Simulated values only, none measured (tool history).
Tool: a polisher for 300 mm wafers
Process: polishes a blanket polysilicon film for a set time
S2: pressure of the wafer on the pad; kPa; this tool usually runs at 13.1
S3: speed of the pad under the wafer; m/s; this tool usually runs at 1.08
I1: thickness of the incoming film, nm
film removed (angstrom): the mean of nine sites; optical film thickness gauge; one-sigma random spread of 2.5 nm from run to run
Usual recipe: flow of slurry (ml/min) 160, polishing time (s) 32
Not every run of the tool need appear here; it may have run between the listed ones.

{"run": 1, "hour": 0.0, "flow of slurry (ml/min)": 160, "S2": 13.1, "S3": 1.08, "polishing time (s)": 32, "I1": 2224.7, "film removed (angstrom)": 1709}
{"hour": 22.8, "done": "worn pad replaced by a new one"}
{"run": 2, "hour": 62.3, "flow of slurry (ml/min)": 160, "S2": 13.1, "S3": 1.08, "polishing time (s)": 32, "I1": 2277.3, "film removed (angstrom)": 1651}
{"hour": 111.9, "done": "slurry nozzle cleaned"}
{"run": 3, "hour": 126.7, "flow of slurry (ml/min)": 120, "S2": 13.1, "S3": 1.08, "polishing time (s)": 32, "I1": 2262.5, "film removed (angstrom)": 1581}
{"run": 4, "hour": 210.0, "flow of slurry (ml/min)": 160, "S2": 13.1, "S3": 1.08, "polishing time (s)": 32, "I1": 2252.0, "film removed (angstrom)": 1645}
{"run": 5, "hour": 314.2, "flow of slurry (ml/min)": 160, "S2": 13.1, "S3": 1.08, "polishing time (s)": 32, "I1": 2250.7, "film removed (angstrom)": 1583}
{"run": 6, "hour": 386.7, "flow of slurry (ml/min)": 160, "S2": 13.1, "S3": 1.18, "polishing time (s)": 32, "I1": 2210.5, "film removed (angstrom)": 1770}
{"run": 7, "hour": 493.3, "flow of slurry (ml/min)": 160, "S2": 13.1, "S3": 1.18, "polishing time (s)": 32, "I1": 2220.3, "film removed (angstrom)": 1741}
{"run": 8, "hour": 623.2, "flow of slurry (ml/min)": 160, "S2": 13.1, "S3": 1.18, "polishing time (s)": 32, "I1": 2231.7, "film removed (angstrom)": 1720}
{"hour": 670.0, "done": "worn pad replaced by a new one"}
{"run": 9, "hour": 705.7, "flow of slurry (ml/min)": 160, "S2": 13.1, "S3": 1.08, "polishing time (s)": 32, "I1": 2270.0, "film removed (angstrom)": 1588}
{"hour": 712.4, "done": "slurry nozzle cleaned"}
{"hour": 727.3, "done": "head pressure recalibrated"}
{"run": 10, "hour": 781.0, "flow of slurry (ml/min)": 160, "S2": 13.1, "S3": 1.08, "polishing time (s)": 32, "I1": 2236.5, "film removed (angstrom)": 1814}
{"run": 11, "hour": 877.8, "flow of slurry (ml/min)": 190, "S2": 13.1, "S3": 1.08, "polishing time (s)": 32, "I1": 2226.0, "film removed (angstrom)": 1895}
{"run": 12, "hour": 930.0, "flow of slurry (ml/min)": 160, "S2": 13.1, "S3": 1.08, "polishing time (s)": 32, "I1": 2241.3, "film removed (angstrom)": 1784}
{"run": 13, "hour": 975.2, "flow of slurry (ml/min)": 160, "S2": 13.1, "S3": 1.08, "polishing time (s)": 32, "I1": 2203.9, "film removed (angstrom)": 1744}
{"run": 14, "hour": 1011.4, "flow of slurry (ml/min)": 160, "S2": 13.1, "S3": 1.08, "polishing time (s)": 32, "I1": 2203.7, "film removed (angstrom)": 1779}
{"run": 15, "hour": 1117.8, "flow of slurry (ml/min)": 160, "S2": 13.1, "S3": 1.08, "polishing time (s)": 32, "I1": 2222.9, "film removed (angstrom)": 1776}
{"run": 16, "hour": 1162.0, "flow of slurry (ml/min)": 160, "S2": 10.3, "S3": 1.08, "polishing time (s)": 28, "I1": 2244.6, "film removed (angstrom)": 1365}
{"hour": 1244.1, "done": "head pressure recalibrated, repeated, since the last time left the tool worse"}
{"hour": 1336.8, "done": "slurry nozzle cleaned"}
{"run": 17, "hour": 1354.3, "flow of slurry (ml/min)": 160, "S2": 13.1, "S3": 1.08, "polishing time (s)": 32, "I1": 2232.6, "film removed (angstrom)": 1680}
{"run": 18, "hour": 1395.2, "flow of slurry (ml/min)": 160, "S2": 13.1, "S3": 1.08, "polishing time (s)": 32, "I1": 2219.0, "film removed (angstrom)": 1655}
{"hour": 1435.9, "done": "worn pad replaced by a new one"}
{"run": 19, "hour": 1479.1, "flow of slurry (ml/min)": 195, "S2": 13.1, "S3": 1.46, "polishing time (s)": 38, "I1": 2218.6, "film removed (angstrom)": 2646}
{"run": 20, "hour": 1571.1, "flow of slurry (ml/min)": 160, "S2": 11.7, "S3": 1.08, "polishing time (s)": 32, "I1": 2245.8, "film removed (angstrom)": 1459}
{"run": 21, "hour": 1689.7, "flow of slurry (ml/min)": 140, "S2": 13.1, "S3": 1.08, "polishing time (s)": 32, "I1": 2248.2, "film removed (angstrom)": 1545}
{"run": 22, "hour": 1791.0, "flow of slurry (ml/min)": 160, "S2": 17.2, "S3": 1.08, "polishing time (s)": 38, "I1": 2240.7, "film removed (angstrom)": 2302}
{"run": 23, "hour": 1888.3, "flow of slurry (ml/min)": 200, "S2": 16.5, "S3": 0.92, "polishing time (s)": 32, "I1": 2204.0, "film removed (angstrom)": 1664}
{"hour": 1897.1, "done": "head pressure recalibrated"}
{"run": 24, "hour": 1957.2, "flow of slurry (ml/min)": 135, "S2": 15.2, "S3": 1.24, "polishing time (s)": 32, "I1": 2226.0, "film removed (angstrom)": 2061}
{"hour": 2020.2, "done": "slurry nozzle cleaned"}
{"run": 25, "hour": 2028.1, "flow of slurry (ml/min)": 160, "S2": 13.1, "S3": 1.08, "polishing time (s)": 32, "I1": 2213.3, "film removed (angstrom)": 1685}
{"run": 26, "hour": 2128.3, "flow of slurry (ml/min)": 160, "S2": 14.5, "S3": 1.08, "polishing time (s)": 41, "I1": 2223.1, "film removed (angstrom)": 2229}
{"run": 27, "hour": 2166.2, "flow of slurry (ml/min)": 195, "S2": 11.7, "S3": 0.96, "polishing time (s)": 32, "I1": 2205.8, "film removed (angstrom)": 1397}
{"hour": 2173.6, "done": "worn pad replaced by a new one"}
{"run": 28, "hour": 2461.8, "flow of slurry (ml/min)": 160, "S2": 13.1, "S3": 1.08, "polishing time (s)": 27, "I1": 2229.3, "film removed (angstrom)": 1352}
{"hour": 2498.4, "done": "head pressure recalibrated"}
{"run": 29, "hour": 2548.3, "flow of slurry (ml/min)": 160, "S2": 13.1, "S3": 0.84, "polishing time (s)": 32, "I1": 2274.4, "film removed (angstrom)": 1298}
{"hour": 2618.8, "done": "slurry nozzle cleaned"}
{"run": 30, "hour": 2626.8, "flow of slurry (ml/min)": 160, "S2": 17.2, "S3": 1.2, "polishing time (s)": 29, "I1": 2202.9, "film removed (angstrom)": 1982}
{"run": 31, "hour": 2702.1, "flow of slurry (ml/min)": 160, "S2": 11.0, "S3": 1.3, "polishing time (s)": 32, "I1": 2227.3, "film removed (angstrom)": 1774}
{"run": 32, "hour": 2783.8, "flow of slurry (ml/min)": 160, "S2": 13.1, "S3": 1.08, "polishing time (s)": 32, "I1": 2232.9, "film removed (angstrom)": 1588}
{"hour": 2861.0, "done": "worn pad replaced by a new one"}
{"run": 33, "hour": 2886.4, "flow of slurry (ml/min)": 195, "S2": 8.3, "S3": 0.9, "polishing time (s)": 21, "I1": 2279.8, "film removed (angstrom)": 684}
{"run": 34, "hour": 2954.4, "flow of slurry (ml/min)": 160, "S2": 13.1, "S3": 1.08, "polishing time (s)": 23, "I1": 2187.4, "film removed (angstrom)": 1195}
{"run": 35, "hour": 3044.4, "flow of slurry (ml/min)": 195, "S2": 13.1, "S3": 1.46, "polishing time (s)": 38, "I1": 2199.5, "film removed (angstrom)": 2591}

Predict each of these 5 candidate next runs independently; none follows another, all start after run 35:
{"run": "A", "hour": 3044.8, "flow of slurry (ml/min)": 160, "S2": 13.1, "S3": 1.08, "polishing time (s)": 39, "I1": 2240.7, "film removed (angstrom)": "?"}
{"run": "B", "hour": 3044.8, "flow of slurry (ml/min)": 160, "S2": 15.9, "S3": 1.08, "polishing time (s)": 29, "I1": 2240.7, "film removed (angstrom)": "?"}
{"run": "C", "hour": 3044.8, "flow of slurry (ml/min)": 185, "S2": 13.1, "S3": 1.4, "polishing time (s)": 32, "I1": 2240.7, "film removed (angstrom)": "?"}
{"run": "D", "hour": 3044.8, "flow of slurry (ml/min)": 175, "S2": 8.3, "S3": 0.9, "polishing time (s)": 24, "I1": 2240.7, "film removed (angstrom)": "?"}
{"run": "E", "hour": 3044.8, "flow of slurry (ml/min)": 125, "S2": 16.5, "S3": 1.44, "polishing time (s)": 36, "I1": 2240.7, "film removed (angstrom)": "?"}

run=A film_removed_(angstrom)=2002
run=B film_removed_(angstrom)=1688
run=C film_removed_(angstrom)=2168
run=D film_removed_(angstrom)=796
run=E film_removed_(angstrom)=2779
What these runs would have given with no unlogged condition in the tool:
run=A film_removed_(angstrom)=2123
run=B film_removed_(angstrom)=1790
run=C film_removed_(angstrom)=2300
run=D film_removed_(angstrom)=844
run=E film_removed_(angstrom)=2948
